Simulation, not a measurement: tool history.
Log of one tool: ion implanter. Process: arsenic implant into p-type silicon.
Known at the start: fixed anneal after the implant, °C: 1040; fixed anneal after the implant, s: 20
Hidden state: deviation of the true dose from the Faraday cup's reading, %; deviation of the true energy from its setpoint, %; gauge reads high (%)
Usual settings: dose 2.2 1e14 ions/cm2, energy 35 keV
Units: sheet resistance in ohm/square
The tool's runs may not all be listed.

run	hour	dose	energy	wafers since the last listed run	hours since the last dose calibration	hours since the extraction supply was calibrated	hours since the gauge calibration	read-back reference wafer on the same gauge, sheet resistance	sheet resistance
1	0	2.2	26	0	1315.9	1447.5	2126.8	338.07	347.79
2	65.2	2.2	35	1467	1381.1	1512.7	2192	338.1	333.6
3	107.9	2.2	35	961	1423.8	1555.4	2234.7	338.06	332.31
4	171.1	2.2	35	1422	1487	1618.6	2297.9	338.1	332.61
5	226.5	2.2	35	1247	1542.4	1674	2353.3	338.08	332.6
6	293.9	2.2	35	1517	1609.8	1741.4	2420.7	337.97	333.69
7	338.2	1.83	35	997	1654.1	1785.7	2465	338.05	381.69
8	377.4	1.83	35	882	1693.3	1824.9	2504.2	338.02	380.99
9	437.1	1.83	35	1343	1753	1884.6	2563.9	337.95	382.11
10	482.7	1.77	35	1026	1798.6	1930.2	2609.5	338.02	389.54
11	554.5	1.77	35	1616	1870.4	2002	2681.3	338.07	390.68
12	580.1	2.2	35	576	1896	2027.6	2706.9	337.96	333.67
13	634.7	2.2	35	1229	1950.6	2082.2	2761.5	337.84	333.95
14	670.2	2.2	35	799	1986.1	2117.7	2797	338.02	333.26
15	710.3	2.66	35	902	2026.2	2157.8	2837.1	337.91	289.58
# hour 777.3: gauge calibrated
16	891.8	2.66	35	4085	2207.7	2339.3	114.5	337.99	289.65
17	927.1	2.2	35	794	2243	2374.6	149.8	338	333.32
18	978.9	2.81	39	1166	2294.8	2426.4	201.6	338.01	273.88
# hour 1110.9: Faraday cup replaced and dose calibrated
19	1193.8	2.58	35	4657	82.9	2641.3	416.5	338.01	292.14
20	1231.1	2.42	35	839	120.2	2678.6	453.8	337.93	305.96
21	1299.9	2.2	35	1548	189	2747.4	522.6	338.05	329.24
22	1365.5	2.2	35	1476	254.6	2813	588.2	337.97	329.81
23	1399.5	2.2	35	765	288.6	2847	622.2	337.99	330.77
24	1426.5	2.5	46	607	315.6	2874	649.2	338.02	288.03
# hour 1487.7: extraction supply calibrated
25	1488.2	1.83	35	1208	377.3	0.5	710.9	338.06	377.84
26	1524.2	2.76	47	810	413.3	36.5	746.9	337.95	267.47
27	1569.2	1.78	47	1012	458.3	81.5	791.9	338.08	367.68
28	1637.6	2.2	35	1539	526.7	149.9	860.3	337.95	330.98
29	1773.3	2.62	40.5	3054	662.4	285.6	996	338.12	286.09
30	1953.1	2.85	35	4047	842.2	465.4	1175.8	337.81	273.08
31	2101.3	1.82	39.5	3336	990.4	613.6	1324	338.05	374.66
32	2137.5	2.51	29.5	814	1026.6	649.8	1360.2	338.03	309.52
33	2189.3	1.6	38.5	1166	1078.4	701.6	1412	338.04	411.88
34	2238.6	2.2	35	1109	1127.7	750.9	1461.3	337.99	333.03
35	2307.7	1.68	23	1555	1196.8	820	1530.4	338.1	432.77
36	2378.1	1.62	29.5	1584	1267.2	890.4	1600.8	337.96	426.63
37	2415	2.41	38.5	830	1304.1	927.3	1637.7	338	306.66

How the hidden state differs across the entries between the runs, from the last listed run before each to the first after it:
Between runs 15 and 16: gauge calibrated (hour 777.3)
  deviation of the true dose from the Faraday cup's reading, %: -2.16 -> -2.19
  measured less the result without the state, sheet resistance: +4.69 -> +4.76 ohm/square
Between runs 18 and 19: Faraday cup replaced and dose calibrated (hour 1110.9)
  deviation of the true dose from the Faraday cup's reading, %: -2.2 -> -0.17
  measured less the result without the state, sheet resistance: +4.54 -> +0.37 ohm/square
Between runs 24 and 25: extraction supply calibrated (hour 1487.7)
  deviation of the true dose from the Faraday cup's reading, %: -0.774 -> -0.904
  measured less the result without the state, sheet resistance: +1.64 -> +2.46 ohm/square

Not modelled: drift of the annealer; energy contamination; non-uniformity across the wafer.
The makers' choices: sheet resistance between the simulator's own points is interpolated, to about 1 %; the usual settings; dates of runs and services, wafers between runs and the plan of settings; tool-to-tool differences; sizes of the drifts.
